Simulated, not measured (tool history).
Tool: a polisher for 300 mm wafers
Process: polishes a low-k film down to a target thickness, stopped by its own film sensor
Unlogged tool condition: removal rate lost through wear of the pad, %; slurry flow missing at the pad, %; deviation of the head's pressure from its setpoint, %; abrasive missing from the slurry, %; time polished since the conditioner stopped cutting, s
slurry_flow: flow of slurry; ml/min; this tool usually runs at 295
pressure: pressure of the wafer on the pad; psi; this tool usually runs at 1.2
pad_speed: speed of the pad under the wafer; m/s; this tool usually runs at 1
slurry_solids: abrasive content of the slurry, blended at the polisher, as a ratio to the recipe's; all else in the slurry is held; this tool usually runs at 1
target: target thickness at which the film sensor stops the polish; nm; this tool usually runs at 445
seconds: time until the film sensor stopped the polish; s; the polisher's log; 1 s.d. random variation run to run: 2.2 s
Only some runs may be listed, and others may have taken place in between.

run    hour  slurry_flow  pressure  pad_speed  slurry_solids  target  wafers since the last listed run  wafers polished on this pad  hours since the slurry nozzle was cleaned  hours since the head pressure was calibrated  hours since the slurry blender was calibrated  hours since the conditioning disc was replaced  incoming thickness of the incoming film, nm  seconds
  1       0          295       1.2          1              1     445                                 0                         2289                                      171.5                                          88.6                                          251.3                                           179.1                                        463.7     80.4
  2    82.7          295       1.2          1              1     445                               910                         3200                                      254.2                                         171.3                                            334                                           261.8                                        469.7    107.1
  3     136          295       1.2          1              1     445                               587                         3787                                      307.5                                         224.6                                          387.3                                           315.1                                        469.5    105.2
  4     181          295       1.2          1              1     445                               495                         4283                                      352.5                                         269.6                                          432.3                                           360.1                                        462.4     76.8
  5   250.5          295       0.8          1              1     452                               765                         5049                                        422                                         339.1                                          501.8                                           429.6                                        471.1    104.5
  6   294.7          295       1.2          1           1.25     445                               486                         5535                                      466.2                                         383.3                                            546                                           473.8                                        470.5    101.8
      330.5  -- slurry blender recalibrated
  7   366.6          295       1.6          1           0.75     445                               769                         6305                                      538.1                                         455.2                                           36.1                                           545.7                                        471.3      107
      379.6  -- conditioning disc replaced and pad reconditioned
  8   467.1          295       1.2          1              1     445                              1084                         7390                                      638.6                                         555.7                                          136.6                                            87.5                                        469.7    106.7
      476.5  -- worn pad replaced by a new one
  9   519.1          295       1.2       0.86              1     442                               528                          468                                      690.6                                         607.7                                          188.6                                           139.5                                        467.1      124
      526.9  -- head pressure recalibrated
 10   579.7          210       1.2          1           0.75     453                               645                         1114                                      751.2                                          52.8                                          249.2                                           200.1                                        466.9     71.4
      591.9  -- slurry nozzle cleaned
 11   685.6          395       1.2          1            0.8     442                              1155                         2269                                       93.7                                         158.7                                          355.1                                             306                                        463.1     99.5
 12   729.6          380       1.1       1.26              1     449                               484                         2754                                      137.7                                         202.7                                          399.1                                             350                                        471.1     83.8
 13   810.3          195       1.2          1              1     445                               888                         3643                                      218.4                                         283.4                                          479.8                                           430.7                                        464.3     85.9
 14   846.6          295       1.2          1           1.25     441                               399                         4043                                      254.7                                         319.7                                          516.1                                             467                                        462.4     85.9
 15   895.9          295       1.2          1              1     445                               543                         4586                                        304                                           369                                          565.4                                           516.3                                        463.7     79.7
      942.6  -- conditioning disc replaced and pad reconditioned
      945.6  -- slurry blender recalibrated
 16   955.2          245         1          1            1.1     449                               609                         5195                                      363.3                                         428.3                                            9.6                                            12.6                                        465.8     80.9
 17  1006.9          295       1.2          1            1.1     451                               569                         5764                                        415                                           480                                           61.3                                            64.3                                        468.8     73.8
 18  1043.4          215       1.2       0.84              1     439                               402                         6166                                      451.5                                         516.5                                           97.8                                           100.8                                        469.9    158.5
     1081.5  -- worn pad replaced by a new one
     1093.9  -- head pressure recalibrated
 19    1095          295       1.2       1.26            1.1     445                               502                          127                                      503.1                                           1.1                                          149.4                                           152.4                                          471     89.6
 20  1187.3          295       1.2          1              1     445                              1016                         1143                                      595.4                                          93.4                                          241.7                                           244.7                                        473.6    124.5
 21  1242.3          295       1.4       0.76              1     442                               605                         1749                                      650.4                                         148.4                                          296.7                                           299.7                                        466.3    120.1
     1269.6  -- slurry nozzle cleaned
 22  1314.4          295       1.2          1              1     452                               783                         2532                                       44.8                                         220.5                                          368.8                                           371.8                                        474.8     98.8
 23  1403.3          295       0.8          1           1.15     445                               979                         3512                                      133.7                                         309.4                                          457.7                                           460.7                                        473.8    147.4
 24  1491.8          195         1       0.66            0.9     445                               974                         4486                                      222.2                                         397.9                                          546.2                                           549.2                                        471.7    199.4
     1551.7  -- slurry blender recalibrated
     1553.8  -- conditioning disc replaced and pad reconditioned
 25  1554.3          295       1.2          1              1     445                               644                         5131                                      284.7                                         460.4                                            2.6                                             0.5                                        469.7    105.9
 26  1640.2          295       1.6        1.3              1     445                               946                         6077                                      370.6                                         546.3                                           88.5                                            86.4                                        471.8     76.6

Forecast each of these 3 alternatives for the next run:
  A  1640.7          295       1.1          1              1     445                                 5                         6082                                      371.1                                         546.8                                             89                                            86.9                                        474.3        ?
  B  1640.7          250       1.5          1            1.1     445                                 5                         6082                                      371.1                                         546.8                                             89                                            86.9                                        474.3        ?
  C  1640.7          295       1.2          1           1.15     454                                 5                         6082                                      371.1                                         546.8                                             89                                            86.9                                        474.3        ?

run  seconds
  A    138.9
  B    110.3
  C     85.8
The same runs, with their run-to-run variation unchanged, on a tool lacking any hidden condition would have given:
run  seconds
  A    138.9
  B    110.3
  C     85.8

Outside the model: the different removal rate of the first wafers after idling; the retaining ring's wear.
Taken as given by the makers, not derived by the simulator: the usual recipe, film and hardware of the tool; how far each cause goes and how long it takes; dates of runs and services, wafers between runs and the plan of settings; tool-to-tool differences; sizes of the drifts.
